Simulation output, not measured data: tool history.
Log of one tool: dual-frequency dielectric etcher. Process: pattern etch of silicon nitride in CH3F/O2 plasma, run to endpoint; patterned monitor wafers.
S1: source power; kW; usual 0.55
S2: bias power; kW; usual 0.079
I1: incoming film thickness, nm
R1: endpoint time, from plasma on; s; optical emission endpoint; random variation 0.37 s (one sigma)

{"run": 1, "day": 0.0, "S1": 0.46, "S2": 0.079, "I1": 111, "R1": 127.9}
{"run": 2, "day": 0.892, "S1": 0.55, "S2": 0.079, "I1": 111, "R1": 118.9}
{"run": 3, "day": 1.812, "S1": 0.55, "S2": 0.079, "I1": 111, "R1": 119.1}
{"run": 4, "day": 2.458, "S1": 0.55, "S2": 0.079, "I1": 112, "R1": 120.4}
{"day": 3.983, "done": "wet clean of the chamber"}
{"run": 5, "day": 4.004, "S1": 0.55, "S2": 0.079, "I1": 110.6, "R1": 118.2}
{"run": 6, "day": 4.721, "S1": 0.55, "S2": 0.095, "I1": 111.9, "R1": 109.2}
{"run": 7, "day": 5.896, "S1": 0.62, "S2": 0.079, "I1": 112.2, "R1": 114.8}
{"run": 8, "day": 6.758, "S1": 0.55, "S2": 0.079, "I1": 111.3, "R1": 120.1}
{"run": 9, "day": 7.692, "S1": 0.55, "S2": 0.079, "I1": 110.4, "R1": 118.4}
{"day": 8.667, "done": "bias power generator calibrated"}
{"run": 10, "day": 10.354, "S1": 0.55, "S2": 0.079, "I1": 111.2, "R1": 117.5}
{"run": 11, "day": 11.492, "S1": 0.55, "S2": 0.079, "I1": 112, "R1": 118.3}
{"run": 12, "day": 12.588, "S1": 0.43, "S2": 0.068, "I1": 110.8, "R1": 140}
{"run": 13, "day": 13.158, "S1": 0.55, "S2": 0.079, "I1": 111.2, "R1": 117.8}
{"run": 14, "day": 14.446, "S1": 0.55, "S2": 0.079, "I1": 111, "R1": 117.7}
{"day": 15.483, "done": "upper electrode replaced, of another model than before"}
{"run": 15, "day": 17.579, "S1": 0.55, "S2": 0.079, "I1": 111, "R1": 118.8}
{"run": 16, "day": 18.917, "S1": 0.55, "S2": 0.079, "I1": 111.8, "R1": 119.6}
{"run": 17, "day": 19.971, "S1": 0.66, "S2": 0.068, "I1": 110.7, "R1": 124.5}
{"day": 21.233, "done": "wet clean of the chamber"}
{"run": 18, "day": 21.312, "S1": 0.45, "S2": 0.067, "I1": 111.7, "R1": 143.7}
{"run": 19, "day": 22.233, "S1": 0.55, "S2": 0.064, "I1": 110.7, "R1": 138.5}
{"run": 20, "day": 22.967, "S1": 0.68, "S2": 0.079, "I1": 110.7, "R1": 111.4}
{"day": 23.629, "done": "source power generator calibrated"}
{"run": 21, "day": 23.896, "S1": 0.66, "S2": 0.069, "I1": 111.8, "R1": 124.9}
{"run": 22, "day": 25.329, "S1": 0.55, "S2": 0.079, "I1": 112.4, "R1": 120.4}
{"run": 23, "day": 25.925, "S1": 0.68, "S2": 0.064, "I1": 112.7, "R1": 132.1}
{"run": 24, "day": 26.5, "S1": 0.51, "S2": 0.068, "I1": 110.9, "R1": 137.2}
{"run": 25, "day": 27.746, "S1": 0.64, "S2": 0.065, "I1": 112.1, "R1": 132.8}
{"run": 26, "day": 28.712, "S1": 0.55, "S2": 0.079, "I1": 112.3, "R1": 120.9}
{"run": 27, "day": 29.288, "S1": 0.55, "S2": 0.079, "I1": 111.2, "R1": 119.6}
{"run": 28, "day": 30.738, "S1": 0.46, "S2": 0.079, "I1": 110.6, "R1": 126.5}
{"run": 29, "day": 31.479, "S1": 0.63, "S2": 0.092, "I1": 111.9, "R1": 104.9}
{"run": 30, "day": 32.021, "S1": 0.46, "S2": 0.097, "I1": 112.4, "R1": 111.2}
{"run": 31, "day": 33.196, "S1": 0.55, "S2": 0.085, "I1": 109.9, "R1": 112.9}
{"run": 32, "day": 34.042, "S1": 0.43, "S2": 0.098, "I1": 111.2, "R1": 111.7}
{"run": 33, "day": 35.05, "S1": 0.48, "S2": 0.089, "I1": 109.6, "R1": 113.9}
{"run": 34, "day": 35.662, "S1": 0.55, "S2": 0.079, "I1": 112.5, "R1": 121.7}
{"run": 35, "day": 37.138, "S1": 0.5, "S2": 0.088, "I1": 113.1, "R1": 117.3}
{"day": 39.288, "done": "wet clean of the chamber"}
{"run": 36, "day": 39.308, "S1": 0.63, "S2": 0.089, "I1": 111.6, "R1": 107.2}

3 ways to go on from here, each from the tool as it stands after run 36. What would each give?
{"run": "A", "day": 39.329, "S1": 0.55, "S2": 0.079, "I1": 110.8, "R1": "?"}
{"run": "B", "day": 39.329, "S1": 0.63, "S2": 0.061, "I1": 110.8, "R1": "?"}
{"run": "C", "day": 39.329, "S1": 0.46, "S2": 0.07, "I1": 110.8, "R1": "?"}

run=A R1=120.2
run=B R1=139.4
run=C R1=138.5
Without the tool's hidden state the same runs would have given:
run=A R1=117.3
run=B R1=136.7
run=C R1=135.4
